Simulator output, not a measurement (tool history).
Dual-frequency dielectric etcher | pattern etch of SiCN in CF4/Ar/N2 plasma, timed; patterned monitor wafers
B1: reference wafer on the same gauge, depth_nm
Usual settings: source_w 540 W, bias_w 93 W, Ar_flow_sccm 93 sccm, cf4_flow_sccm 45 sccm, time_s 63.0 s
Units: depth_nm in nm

Run 1, day 0.000: usual settings; B1 74.5. Result: depth_nm 66.4 nm.
At day 2.467: wet clean of the chamber.
Run 2, day 4.333: usual settings but source_w 430 W; B1 74.5. Result: depth_nm 56.6 nm.
Run 3, day 8.312: usual settings but source_w 430 W; B1 74.4. Result: depth_nm 57.1 nm.
Run 4, day 11.833: usual settings but source_w 430 W; B1 74.5. Result: depth_nm 57.3 nm.
Run 5, day 13.596: usual settings; B1 74.5. Result: depth_nm 65.9 nm.
At day 17.633: wet clean of the chamber.
Run 6, day 17.654: usual settings; B1 74.5. Result: depth_nm 65.1 nm.
At day 18.933: CF4 flow controller replaced.
Run 7, day 21.504: usual settings; B1 74.6. Result: depth_nm 65.2 nm.
At day 22.612: upper electrode replaced.
Run 8, day 25.658: usual settings; B1 74.5. Result: depth_nm 65.7 nm.
At day 26.500: bias power generator calibrated.
At day 26.600: Ar flow controller replaced.
Run 9, day 29.017: usual settings; B1 74.5. Result: depth_nm 65.6 nm.
Run 10, day 30.850: usual settings; B1 74.6. Result: depth_nm 66.5 nm.
Run 11, day 32.492: usual settings; B1 74.4. Result: depth_nm 66.3 nm.
Run 12, day 34.196: usual settings but source_w 470 W, time_s 73.0 s; B1 74.5. Result: depth_nm 71.2 nm.
At day 35.338: wet clean of the chamber.
At day 36.625: source power generator calibrated.
Run 13, day 36.825: usual settings but cf4_flow_sccm 48 sccm; B1 74.5. Result: depth_nm 64.6 nm.
Run 14, day 40.792: usual settings but bias_w 104 W; B1 74.5. Result: depth_nm 67.2 nm.
Run 15, day 42.825: usual settings but source_w 430 W; B1 74.6. Result: depth_nm 56.7 nm.
At day 45.183: gauge calibrated.
Run 16, day 49.462: usual settings but source_w 600 W, time_s 46.0 s; B1 74.5. Result: depth_nm 51.7 nm.
At day 50.633: wet clean of the chamber.
Run 17, day 52.162: usual settings but source_w 580 W, bias_w 80 W, Ar_flow_sccm 113 sccm, time_s 44.5 s; B1 74.5. Result: depth_nm 44.2 nm.
Run 18, day 56.496: usual settings; B1 74.4. Result: depth_nm 65.6 nm.
Run 19, day 58.321: usual settings but source_w 640 W, time_s 76.5 s; B1 74.5. Result: depth_nm 89.1 nm.
Run 20, day 60.917: usual settings but source_w 610 W, bias_w 110 W, Ar_flow_sccm 102 sccm, time_s 80.5 s; B1 74.5. Result: depth_nm 95.6 nm.

What the log doesn't show, run by run:
source power that arrives over what is set, %: 0 in every run
bias power that arrives over what is set, %: 0 in every run
CF4 flow that arrives over what is set, %: 0 in every run
gauge reads high (%): 0 in every run
H1: etch rate over this chamber's usual, %
H2: Ar flow that arrives over what is set, %
run       H1     H2
  1     2.96  -6.95
  2    0.277  -7.09
  3     1.13   -7.2
  4     1.89  -7.28
  5     2.27  -7.32
  6    0.257  -7.39
  7     1.08  -7.45
  8     1.98  -7.51
  9      2.7  -1.01
 10     3.09  -1.58
 11     3.45  -2.05
 12     3.81  -2.51
 13  -0.0555  -3.15
 14    0.797  -3.99
 15     1.23  -4.37
 16     2.66  -5.41
 17    0.761  -5.75
 18     1.69  -6.23
 19     2.08  -6.41
 20     2.64  -6.64
